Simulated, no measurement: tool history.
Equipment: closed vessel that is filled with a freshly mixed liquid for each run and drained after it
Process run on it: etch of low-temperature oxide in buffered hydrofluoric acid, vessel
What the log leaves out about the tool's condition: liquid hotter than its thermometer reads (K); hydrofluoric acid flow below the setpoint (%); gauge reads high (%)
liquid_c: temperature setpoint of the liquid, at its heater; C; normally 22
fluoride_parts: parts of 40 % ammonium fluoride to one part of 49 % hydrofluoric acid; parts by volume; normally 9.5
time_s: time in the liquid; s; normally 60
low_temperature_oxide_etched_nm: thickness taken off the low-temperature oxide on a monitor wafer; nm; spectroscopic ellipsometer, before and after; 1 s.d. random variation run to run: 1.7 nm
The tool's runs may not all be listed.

run	hour	liquid_c	fluoride_parts	time_s	wafers since the last listed run	hours since the thermometer was replaced	hours since the hydrofluoric acid flow meter was replaced	hours since the gauge calibration	read-back film thickness of the low-temperature oxide reference wafer, read on the same gauge (nm)	low_temperature_oxide_etched_nm
1	0	22	9.5	60	0	1577.2	897.1	724.9	90.02	331.04
2	96.1	22	9.5	60	7266	1673.3	993.2	821	89.97	334.82
3	138	22	9.5	60	3168	1715.2	1035.1	862.9	90.01	332.65
4	216.7	22	7	60	5950	1793.9	1113.8	941.6	90.02	451.19
5	290.7	22	9.5	60	5595	1867.9	1187.8	1015.6	89.99	330.4
6	348.2	22	9.5	60	4347	1925.4	1245.3	1073.1	90.01	330.03
7	426	22	9.5	60	5882	2003.2	1323.1	1150.9	89.93	333.73
8	507.6	22	9.5	50	6169	2084.8	1404.7	1232.5	90.03	276.54
# hour 528.5: hydrofluoric acid flow meter replaced
9	567.1	22	9.5	60	4423	2144.3	38.6	1292	90.01	331.76
10	622	22	9.5	60	4151	2199.2	93.5	1346.9	89.99	331.61
11	716.9	22	9.5	60	7175	2294.1	188.4	1441.8	90.02	333.8
# hour 717.3: gauge calibrated
12	756.3	22	9.5	60	2979	2333.5	227.8	39	90.07	334.93
# hour 800.8: thermometer replaced
13	816.6	22	12	60	4483	15.8	288.1	99.3	89.98	267.3
14	909	25	6	70	6986	108.2	380.5	191.7	89.98	710.44
15	985.6	24.5	9.5	80	5791	184.8	457.1	268.3	90.02	505.06
16	1063.9	22	9.5	60	5920	263.1	535.4	346.6	90.02	333.28
17	1167.5	25	9.5	60	7833	366.7	639	450.2	90.02	391.9

What does the tool deliver on the next run?
18	1219	23.5	7.5	90	3893	418.2	690.5	501.7	?	?

read-back film thickness of the low-temperature oxide reference wafer, read on the same gauge (nm): 89.99
low_temperature_oxide_etched_nm: 680 nm
The same run, on a tool lacking any hidden state, would have yielded low_temperature_oxide_etched_nm 680 nm.
